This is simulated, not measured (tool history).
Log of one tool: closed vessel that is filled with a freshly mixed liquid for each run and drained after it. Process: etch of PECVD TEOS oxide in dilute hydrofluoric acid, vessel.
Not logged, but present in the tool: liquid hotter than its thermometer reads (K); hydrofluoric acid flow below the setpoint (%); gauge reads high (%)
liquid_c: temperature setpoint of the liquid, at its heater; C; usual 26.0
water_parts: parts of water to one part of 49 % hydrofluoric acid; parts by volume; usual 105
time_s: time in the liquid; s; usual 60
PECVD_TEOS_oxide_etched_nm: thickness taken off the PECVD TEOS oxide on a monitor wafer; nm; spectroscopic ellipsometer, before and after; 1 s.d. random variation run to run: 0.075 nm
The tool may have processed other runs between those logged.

run    hour  liquid_c  water_parts  time_s  wafers since the last listed run  hours since the thermometer was replaced  hours since the hydrofluoric acid flow meter was replaced  hours since the gauge calibration  read-back film thickness of the PECVD TEOS oxide reference wafer, read on the same gauge (nm)  PECVD_TEOS_oxide_etched_nm
  1     0.0      26.0          105      60                                 0                                    1467.2                                                      797.2                             1137.5                                                                                          99.99                       14.18
  2   135.9      26.0          105      60                             20210                                    1603.1                                                      933.1                             1273.4                                                                                         100.01                       13.98
  3   169.9      26.0          105      60                              5056                                    1637.1                                                      967.1                             1307.4                                                                                          99.99                       13.84
  4   220.6      26.0          105      40                              7539                                    1687.8                                                     1017.8                             1358.1                                                                                          99.98                        9.20
  5   246.8      26.0          105      40                              3896                                    1714.0                                                     1044.0                             1384.3                                                                                         100.01                        9.32
  6   283.4      26.0          105      80                              5442                                    1750.6                                                     1080.6                             1420.9                                                                                         100.00                       18.50
  7   353.8      26.0          140      60                             10469                                    1821.0                                                     1151.0                             1491.3                                                                                         100.01                       10.00
  8   424.9      26.0          140      60                             10573                                    1892.1                                                     1222.1                             1562.4                                                                                         100.02                        9.92
  9   458.8      26.0          140      60                              5041                                    1926.0                                                     1256.0                             1596.3                                                                                          99.99                        9.95
 10   520.9      26.0           80      60                              9235                                    1988.1                                                     1318.1                             1658.4                                                                                         100.00                       18.85
 11   552.2      23.0          105      60                              4654                                    2019.4                                                     1349.4                             1689.7                                                                                         100.00                       12.30
 12   623.2      23.0          105      60                             10558                                    2090.4                                                     1420.4                             1760.7                                                                                          99.99                       12.25
 13   678.8      26.0          105      60                              8268                                    2146.0                                                     1476.0                             1816.3                                                                                         100.00                       13.83
 14   733.4      26.0          105      60                              8119                                    2200.6                                                     1530.6                             1870.9                                                                                         100.00                       13.69
      734.5  -- hydrofluoric acid flow meter replaced
 15   799.7      22.5          105      50                              9711                                    2266.9                                                       65.2                             1937.2                                                                                         100.00                       10.36
 16   846.8      26.0           90      60                              7004                                    2314.0                                                      112.3                             1984.3                                                                                         100.02                       17.03
 17   898.5      24.5          105      70                              7688                                    2365.7                                                      164.0                             2036.0                                                                                          99.99                       15.76
      909.8  -- thermometer replaced
 18   950.9      21.5          105      60                              7643                                      41.1                                                      216.4                             2088.4                                                                                          99.98                       12.01
      955.1  -- gauge calibrated
 19  1007.6      26.0          140      50                              8432                                      97.8                                                      273.1                               52.5                                                                                          99.98                        8.55
 20  1041.8      26.0          105      60                              5086                                     132.0                                                      307.3                               86.7                                                                                         100.00                       14.27
 21  1076.9      26.0          105      60                              5219                                     167.1                                                      342.4                              121.8                                                                                         100.00                       14.21
 22  1122.8      22.5          145      60                              6825                                     213.0                                                      388.3                              167.7                                                                                         100.00                        8.55
 23  1147.3      22.0          105      60                              3643                                     237.5                                                      412.8                              192.2                                                                                         100.00                       12.21
 24  1183.1      26.0           75      60                              5323                                     273.3                                                      448.6                              228.0                                                                                         100.00                       20.57
 25  1239.2      31.0           65      30                              8342                                     329.4                                                      504.7                              284.1                                                                                         100.01                       14.66
 26  1306.0      21.0          105      60                              9934                                     396.2                                                      571.5                              350.9                                                                                         100.00                       11.72
 27  1367.0      26.0          105      60                              9071                                     457.2                                                      632.5                              411.9                                                                                         100.00                       14.28
 28  1410.4      26.0          105      60                              6454                                     500.6                                                      675.9                              455.3                                                                                          99.99                       14.18
 29  1475.3      22.5          105      60                              9651                                     565.5                                                      740.8                              520.2                                                                                         100.00                       12.25
 30  1531.8      26.0          105      60                              8402                                     622.0                                                      797.3                              576.7                                                                                         100.01                       14.13
 31  1601.9      26.0          125      95                             10424                                     692.1                                                      867.4                              646.8                                                                                          99.99                       18.23
 32  1631.1      26.0          105      60                              4342                                     721.3                                                      896.6                              676.0                                                                                          99.99                       14.01
 33  1686.9      26.0          145      30                              8298                                     777.1                                                      952.4                              731.8                                                                                         100.00                        4.86

How the hidden state differs across the entries between the runs, from the last listed run before each to the first after it:
Logged between run 14 and run 15: hydrofluoric acid flow meter replaced (hour 734.5)
  hydrofluoric acid flow below the setpoint (%): 4 -> 0.428
  measured less the result without the state, PECVD_TEOS_oxide_etched_nm: -0.65 -> -0.05 nm
Logged between run 17 and run 18: thermometer replaced (hour 909.8)
  hydrofluoric acid flow below the setpoint (%): 0.64 -> 0.752
  measured less the result without the state, PECVD_TEOS_oxide_etched_nm: -0.12 -> -0.10 nm
Logged between run 18 and run 19: gauge calibrated (hour 955.1)
  hydrofluoric acid flow below the setpoint (%): 0.752 -> 0.874
  measured less the result without the state, PECVD_TEOS_oxide_etched_nm: -0.10 -> -0.09 nm

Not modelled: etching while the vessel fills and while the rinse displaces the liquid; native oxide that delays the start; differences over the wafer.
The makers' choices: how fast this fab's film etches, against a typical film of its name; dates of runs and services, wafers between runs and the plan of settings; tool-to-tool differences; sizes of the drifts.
